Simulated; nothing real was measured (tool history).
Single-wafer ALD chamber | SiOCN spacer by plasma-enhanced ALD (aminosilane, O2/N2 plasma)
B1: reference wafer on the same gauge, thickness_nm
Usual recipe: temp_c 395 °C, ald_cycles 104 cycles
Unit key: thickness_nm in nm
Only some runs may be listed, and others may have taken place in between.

Run 1, hour 0: usual settings; B1 5.841. Result: thickness_nm 6.331 nm.
Run 2, hour 65.3: usual settings but temp_c 399 °C; B1 5.85. Result: thickness_nm 6.318 nm.
Run 3, hour 110: usual settings but temp_c 399 °C; B1 5.848. Result: thickness_nm 6.317 nm.
Run 4, hour 158.4: usual settings; B1 5.836. Result: thickness_nm 6.354 nm.
Run 5, hour 212.4: usual settings; B1 5.849. Result: thickness_nm 6.275 nm.
Run 6, hour 257: usual settings but temp_c 392 °C; B1 5.845. Result: thickness_nm 6.353 nm.
Run 7, hour 297.5: usual settings; B1 5.847. Result: thickness_nm 6.29 nm.
Run 8, hour 322.3: usual settings; B1 5.826. Result: thickness_nm 6.348 nm.
Run 9, hour 379: usual settings; B1 5.85. Result: thickness_nm 6.321 nm.
Run 10, hour 409: usual settings but ald_cycles 96 cycles; B1 5.831. Result: thickness_nm 5.828 nm.
At hour 439.2: gauge calibrated.
Run 11, hour 474.2: usual settings; B1 5.837. Result: thickness_nm 6.337 nm.
At hour 540.7: thermocouple changed; heater temperature recalibrated.
Run 12, hour 541.2: usual settings but temp_c 384 °C, ald_cycles 113 cycles; B1 5.839. Result: thickness_nm 6.857 nm.
Run 13, hour 574.7: usual settings but temp_c 406 °C, ald_cycles 90 cycles; B1 5.836. Result: thickness_nm 5.384 nm.
Run 14, hour 634.1: usual settings but temp_c 399 °C, ald_cycles 123 cycles; B1 5.841. Result: thickness_nm 7.42 nm.
Run 15, hour 689.6: usual settings but temp_c 404 °C; B1 5.848. Result: thickness_nm 6.265 nm.
Run 16, hour 717.4: usual settings but temp_c 384 °C, ald_cycles 123 cycles; B1 5.85. Result: thickness_nm 7.451 nm.
Run 17, hour 778.5: usual settings but temp_c 382 °C, ald_cycles 89 cycles; B1 5.846. Result: thickness_nm 5.416 nm.
Run 18, hour 830.2: usual settings but temp_c 409 °C, ald_cycles 110 cycles; B1 5.84. Result: thickness_nm 6.501 nm.
Run 19, hour 859.6: usual settings but ald_cycles 114 cycles; B1 5.837. Result: thickness_nm 6.919 nm.
Run 20, hour 914.8: usual settings but temp_c 404 °C, ald_cycles 125 cycles; B1 5.843. Result: thickness_nm 7.5 nm.
Run 21, hour 954.3: usual settings; B1 5.842. Result: thickness_nm 6.36 nm.

Alternative continuations, all from the tool just after run 21; predict every row:
Run A, hour 954.9: usual settings but ald_cycles 86 cycles; B1 ?. Result: thickness_nm ?.
Run B, hour 954.9: usual settings but temp_c 385 °C, ald_cycles 89 cycles; B1 ?. Result: thickness_nm ?.
Run C, hour 954.9: usual settings but temp_c 407 °C, ald_cycles 119 cycles; B1 ?. Result: thickness_nm ?.
Run D, hour 954.9: usual settings but ald_cycles 92 cycles; B1 ?. Result: thickness_nm ?.

run     B1  thickness_nm
  A  5.846         5.173
  B  5.846         5.354
  C  5.846         7.008
  D  5.846         5.534
Stripped of hidden state, with their random variation kept, the same runs would have yielded:
run  thickness_nm
  A         5.173
  B         5.354
  C         7.008
  D         5.534
